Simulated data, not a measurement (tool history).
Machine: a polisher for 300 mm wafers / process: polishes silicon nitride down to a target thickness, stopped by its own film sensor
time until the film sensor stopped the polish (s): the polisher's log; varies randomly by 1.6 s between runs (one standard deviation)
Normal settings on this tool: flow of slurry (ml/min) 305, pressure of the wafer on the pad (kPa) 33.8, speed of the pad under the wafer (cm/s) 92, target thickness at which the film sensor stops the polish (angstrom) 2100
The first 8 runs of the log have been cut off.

run	day	flow of slurry (ml/min)	pressure of the wafer on the pad (kPa)	speed of the pad under the wafer (cm/s)	target thickness at which the film sensor stops the polish (angstrom)	incoming thickness of the incoming film, nm	time until the film sensor stopped the polish (s)
9	22.333	305	33.8	92	2100	431.1	89.6
# day 24.367: slurry nozzle cleaned
10	24.871	305	33.8	70	2100	428.8	109.0
11	28.933	305	33.8	92	2100	433.7	93.0
# day 32.967: worn pad replaced by a new one
12	33.346	305	33.8	92	2100	425.2	88.6
13	37.271	305	33.8	92	2100	435.3	93.0
14	41.096	270	33.8	92	2100	427.6	88.2
15	43.242	305	33.8	92	2100	433.2	92.9
16	45.567	390	27.6	110	1670	424.4	109.9
# day 49.679: worn pad replaced by a new one
# day 51.446: slurry nozzle cleaned
# day 51.679: head pressure recalibrated
17	54.646	305	33.8	104	2800	431.2	57.3
18	56.771	370	42.7	118	2750	433.2	42.8
19	59.817	345	43.4	116	1400	429.6	76.9
20	63.342	215	33.8	92	2100	428.7	91.3
21	66.608	305	33.8	92	2100	433.2	92.1
22	71.000	305	33.8	92	2100	428.7	90.0
# day 71.571: worn pad replaced by a new one
23	75.321	305	31.0	106	2100	434.4	90.2
# day 77.238: slurry nozzle cleaned
24	78.962	370	33.8	92	2100	435.0	91.7
25	80.725	305	33.8	78	2630	424.6	72.5
26	82.658	305	33.8	92	2100	435.0	93.1
27	85.958	225	42.7	70	2100	425.4	86.1
28	90.258	305	42.1	92	2630	433.6	54.7
29	92.433	265	24.8	92	2100	430.8	123.7
# day 93.083: worn pad replaced by a new one
30	94.271	305	31.0	106	2100	428.0	85.5
31	96.925	250	33.8	92	2100	434.4	90.1

Forecast each of these 3 alternatives for the next run:
A	96.942	305	33.8	92	2100	429.1	?
B	96.942	410	33.8	92	2100	429.1	?
C	96.942	390	33.8	92	2100	429.1	?

run	time until the film sensor stopped the polish (s)
A	88.4
B	87.1
C	87.3
With the hidden condition removed and each run's random variation left untouched, the same runs would have given:
run	time until the film sensor stopped the polish (s)
A	88.4
B	87.1
C	87.3
